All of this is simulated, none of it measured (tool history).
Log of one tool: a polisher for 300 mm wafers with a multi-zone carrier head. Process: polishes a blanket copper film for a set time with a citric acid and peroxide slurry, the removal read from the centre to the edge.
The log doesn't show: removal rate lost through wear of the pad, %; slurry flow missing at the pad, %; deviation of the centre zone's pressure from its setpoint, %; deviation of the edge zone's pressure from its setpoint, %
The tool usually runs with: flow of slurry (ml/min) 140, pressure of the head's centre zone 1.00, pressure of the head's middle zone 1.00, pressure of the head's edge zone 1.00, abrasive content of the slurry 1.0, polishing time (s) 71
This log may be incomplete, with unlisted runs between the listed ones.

| run | day | flow of slurry (ml/min) | pressure of the head's centre zone | pressure of the head's middle zone | pressure of the head's edge zone | abrasive content of the slurry | polishing time (s) | wafers since the last listed run | wafers polished on this pad | hours since the slurry nozzle was cleaned | hours since the centre zone pressure was calibrated | hours since the edge zone pressure was calibrated | hours since the carrier head's membrane was replaced | incoming thickness of the incoming film, nm | film removed at the wafer's centre (Å) | film removed at mid-radius (Å) | film removed at the wafer's edge (Å) |
|---|---|---|---|---|---|---|---|---|---|---|---|---|---|---|---|---|---|
| 1 | 0.000 | 140 | 1.00 | 1.00 | 1.00 | 1.0 | 71 | 0 | 255 | 75.0 | 84.9 | 387.1 | 594.9 | 1005.7 | 2430 | 2470 | 2387 |
| 2 | 2.421 | 140 | 1.00 | 1.00 | 1.00 | 1.0 | 71 | 348 | 603 | 133.1 | 143.0 | 445.2 | 653.0 | 1002.0 | 2400 | 2474 | 2443 |
| 3 | 6.629 | 140 | 1.00 | 1.00 | 1.00 | 1.0 | 71 | 605 | 1209 | 234.1 | 244.0 | 546.2 | 754.0 | 987.6 | 2434 | 2491 | 2367 |
| 4 | 10.346 | 140 | 1.00 | 1.00 | 1.00 | 1.0 | 71 | 534 | 1743 | 323.3 | 333.2 | 635.4 | 843.2 | 1013.0 | 2452 | 2491 | 2409 |
| 5 | 12.792 | 140 | 1.00 | 1.00 | 1.00 | 1.0 | 71 | 351 | 2095 | 382.0 | 391.9 | 694.1 | 901.9 | 1004.9 | 2411 | 2479 | 2366 |
|  | 12.983 | worn pad replaced by a new one |
|  | 13.129 | centre zone pressure recalibrated |
| 6 | 15.804 | 140 | 1.00 | 1.00 | 1.00 | 1.0 | 71 | 397 | 393 | 454.3 | 64.2 | 766.4 | 974.2 | 992.8 | 2435 | 2480 | 2419 |
| 7 | 19.688 | 140 | 1.00 | 1.00 | 0.94 | 1.0 | 82 | 558 | 952 | 547.5 | 157.4 | 859.6 | 1067.4 | 1002.6 | 2835 | 2871 | 2680 |
|  | 23.142 | slurry nozzle cleaned |
| 8 | 23.808 | 140 | 1.00 | 1.00 | 0.94 | 1.0 | 82 | 586 | 1538 | 16.0 | 256.3 | 958.5 | 1166.3 | 998.7 | 2828 | 2843 | 2643 |
| 9 | 27.725 | 140 | 1.00 | 1.00 | 0.94 | 1.0 | 82 | 563 | 2102 | 110.0 | 350.3 | 1052.5 | 1260.3 | 1002.6 | 2820 | 2885 | 2667 |
|  | 27.896 | worn pad replaced by a new one |
| 10 | 30.254 | 140 | 1.00 | 1.00 | 0.93 | 1.0 | 71 | 339 | 339 | 170.7 | 411.0 | 1113.2 | 1321.0 | 1002.8 | 2417 | 2463 | 2335 |
|  | 31.350 | centre zone pressure recalibrated |
| 11 | 38.158 | 190 | 1.04 | 1.00 | 1.00 | 1.0 | 71 | 1124 | 1464 | 360.4 | 163.4 | 1302.9 | 1510.7 | 1008.9 | 2540 | 2558 | 2464 |
| 12 | 40.200 | 140 | 1.00 | 1.00 | 1.00 | 1.0 | 71 | 293 | 1757 | 409.4 | 212.4 | 1351.9 | 1559.7 | 998.8 | 2398 | 2496 | 2456 |
|  | 40.908 | edge zone pressure recalibrated |
|  | 41.000 | worn pad replaced by a new one |
| 13 | 43.871 | 140 | 1.00 | 1.00 | 1.00 | 1.0 | 71 | 502 | 413 | 497.5 | 300.5 | 71.1 | 1647.8 | 1000.0 | 2374 | 2466 | 2377 |
| 14 | 46.883 | 140 | 0.90 | 1.00 | 0.91 | 1.0 | 59 | 433 | 846 | 569.8 | 372.8 | 143.4 | 1720.1 | 979.6 | 1886 | 2041 | 1934 |
|  | 49.346 | slurry nozzle cleaned |
|  | 49.862 | centre zone pressure recalibrated |
|  | 50.358 | carrier head's membrane replaced by a new one |
| 15 | 50.604 | 140 | 1.00 | 1.00 | 1.09 | 1.2 | 71 | 487 | 1333 | 30.2 | 17.8 | 232.7 | 5.9 | 999.1 | 2591 | 2644 | 2706 |
| 16 | 52.312 | 180 | 1.00 | 0.93 | 0.94 | 1.0 | 71 | 245 | 1579 | 71.2 | 58.8 | 273.7 | 46.9 | 989.0 | 2554 | 2397 | 2403 |
|  | 54.962 | worn pad replaced by a new one |
| 17 | 56.783 | 115 | 0.97 | 1.00 | 1.00 | 1.0 | 71 | 618 | 261 | 178.5 | 166.1 | 381.0 | 154.2 | 1007.2 | 2316 | 2375 | 2387 |
| 18 | 60.725 | 105 | 1.00 | 1.00 | 1.00 | 1.0 | 71 | 566 | 828 | 273.1 | 260.7 | 475.6 | 248.8 | 990.3 | 2289 | 2361 | 2345 |
| 19 | 63.917 | 110 | 1.00 | 1.00 | 1.00 | 1.0 | 71 | 458 | 1287 | 349.7 | 337.3 | 552.2 | 325.4 | 993.2 | 2320 | 2384 | 2332 |

Run 20 has not been measured yet. What should we expect?
|  | 65.258 | centre zone pressure recalibrated |
| 20 | 66.004 | 140 | 1.06 | 1.06 | 1.00 | 1.1 | 78 | 288 | 1575 | 399.8 | 17.9 | 602.3 | 375.5 | 1001.5 | ? | ? | ? |

{"run 20": {"film removed at the wafer's centre (Å)": 2805, "film removed at mid-radius (Å)": 2942, "film removed at the wafer's edge (Å)": 2702}}
Had the tool carried no hidden state, the very same run would have given film removed at the wafer's centre (Å) 2805, film removed at mid-radius (Å) 2942, film removed at the wafer's edge (Å) 2702.
